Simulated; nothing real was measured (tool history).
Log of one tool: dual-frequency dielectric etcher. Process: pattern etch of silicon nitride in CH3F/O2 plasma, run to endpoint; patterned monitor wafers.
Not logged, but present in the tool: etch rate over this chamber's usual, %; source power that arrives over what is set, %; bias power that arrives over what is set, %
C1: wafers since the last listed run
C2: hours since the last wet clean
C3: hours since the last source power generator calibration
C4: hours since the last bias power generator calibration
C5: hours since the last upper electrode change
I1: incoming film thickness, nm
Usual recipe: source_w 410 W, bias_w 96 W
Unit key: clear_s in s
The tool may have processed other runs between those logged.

{"run": 1, "hour": 0.0, "source_w": 410, "bias_w": 115, "C1": 0, "C2": 483.6, "C3": 2708.2, "C4": 2711.1, "C5": 2448.9, "I1": 72.1, "clear_s": 68.4}
{"run": 2, "hour": 10.7, "source_w": 410, "bias_w": 115, "C1": 100, "C2": 494.3, "C3": 2718.9, "C4": 2721.8, "C5": 2459.6, "I1": 71, "clear_s": 67.1}
{"run": 3, "hour": 16.7, "source_w": 330, "bias_w": 96, "C1": 56, "C2": 500.3, "C3": 2724.9, "C4": 2727.8, "C5": 2465.6, "I1": 71.9, "clear_s": 76.7}
{"run": 4, "hour": 31.9, "source_w": 410, "bias_w": 96, "C1": 142, "C2": 515.5, "C3": 2740.1, "C4": 2743, "C5": 2480.8, "I1": 72, "clear_s": 72.1}
{"run": 5, "hour": 39.3, "source_w": 460, "bias_w": 96, "C1": 69, "C2": 522.9, "C3": 2747.5, "C4": 2750.4, "C5": 2488.2, "I1": 72.6, "clear_s": 70.1}
{"run": 6, "hour": 47.0, "source_w": 410, "bias_w": 96, "C1": 71, "C2": 530.6, "C3": 2755.2, "C4": 2758.1, "C5": 2495.9, "I1": 72.2, "clear_s": 72.3}
{"run": 7, "hour": 56.7, "source_w": 410, "bias_w": 96, "C1": 90, "C2": 540.3, "C3": 2764.9, "C4": 2767.8, "C5": 2505.6, "I1": 71.2, "clear_s": 71.6}
{"hour": 73.4, "done": "source power generator calibrated"}
{"run": 8, "hour": 73.9, "source_w": 410, "bias_w": 96, "C1": 123, "C2": 557.5, "C3": 0.5, "C4": 2785, "C5": 2522.8, "I1": 71.9, "clear_s": 72.7}
{"hour": 109.0, "done": "upper electrode replaced"}
{"hour": 111.2, "done": "wet clean of the chamber"}
{"run": 9, "hour": 111.7, "source_w": 480, "bias_w": 119, "C1": 108, "C2": 0.5, "C3": 38.3, "C4": 2822.8, "C5": 2.7, "I1": 71.8, "clear_s": 61.6}
{"run": 10, "hour": 112.1, "source_w": 370, "bias_w": 96, "C1": 3, "C2": 0.9, "C3": 38.7, "C4": 2823.2, "C5": 3.1, "I1": 72, "clear_s": 71.4}
{"run": 11, "hour": 114.6, "source_w": 410, "bias_w": 102, "C1": 23, "C2": 3.4, "C3": 41.2, "C4": 2825.7, "C5": 5.6, "I1": 71.9, "clear_s": 67.7}
{"hour": 126.1, "done": "bias power generator calibrated"}
{"run": 12, "hour": 126.6, "source_w": 410, "bias_w": 77, "C1": 74, "C2": 15.4, "C3": 53.2, "C4": 0.5, "C5": 17.6, "I1": 72, "clear_s": 73.8}
{"run": 13, "hour": 129.4, "source_w": 480, "bias_w": 96, "C1": 26, "C2": 18.2, "C3": 56, "C4": 3.3, "C5": 20.4, "I1": 71.4, "clear_s": 65.5}
{"run": 14, "hour": 139.3, "source_w": 480, "bias_w": 119, "C1": 92, "C2": 28.1, "C3": 65.9, "C4": 13.2, "C5": 30.3, "I1": 72.1, "clear_s": 61.6}
{"run": 15, "hour": 149.1, "source_w": 320, "bias_w": 110, "C1": 91, "C2": 37.9, "C3": 75.7, "C4": 23, "C5": 40.1, "I1": 72.6, "clear_s": 71.9}
{"run": 16, "hour": 165.2, "source_w": 410, "bias_w": 88, "C1": 150, "C2": 54, "C3": 91.8, "C4": 39.1, "C5": 56.2, "I1": 71.8, "clear_s": 71.2}
{"run": 17, "hour": 181.2, "source_w": 410, "bias_w": 85, "C1": 149, "C2": 70, "C3": 107.8, "C4": 55.1, "C5": 72.2, "I1": 71.6, "clear_s": 71.4}

Branching from run 17: 5 alternative next runs. What would each branch give?
{"run": "A", "hour": 181.7, "source_w": 410, "bias_w": 87, "C1": 4, "C2": 70.5, "C3": 108.3, "C4": 55.6, "C5": 72.7, "I1": 70.9, "clear_s": "?"}
{"run": "B", "hour": 181.7, "source_w": 440, "bias_w": 77, "C1": 4, "C2": 70.5, "C3": 108.3, "C4": 55.6, "C5": 72.7, "I1": 70.9, "clear_s": "?"}
{"run": "C", "hour": 181.7, "source_w": 490, "bias_w": 86, "C1": 4, "C2": 70.5, "C3": 108.3, "C4": 55.6, "C5": 72.7, "I1": 70.9, "clear_s": "?"}
{"run": "D", "hour": 181.7, "source_w": 350, "bias_w": 78, "C1": 4, "C2": 70.5, "C3": 108.3, "C4": 55.6, "C5": 72.7, "I1": 70.9, "clear_s": "?"}
{"run": "E", "hour": 181.7, "source_w": 410, "bias_w": 108, "C1": 4, "C2": 70.5, "C3": 108.3, "C4": 55.6, "C5": 72.7, "I1": 70.9, "clear_s": "?"}

run=A clear_s=70.4
run=B clear_s=71.2
run=C clear_s=66.7
run=D clear_s=76.2
run=E clear_s=66
With the hidden condition removed and each run's random variation left untouched, the same runs would have given:
run=A clear_s=70.2
run=B clear_s=71.1
run=C clear_s=66.6
run=D clear_s=76
run=E clear_s=65.9
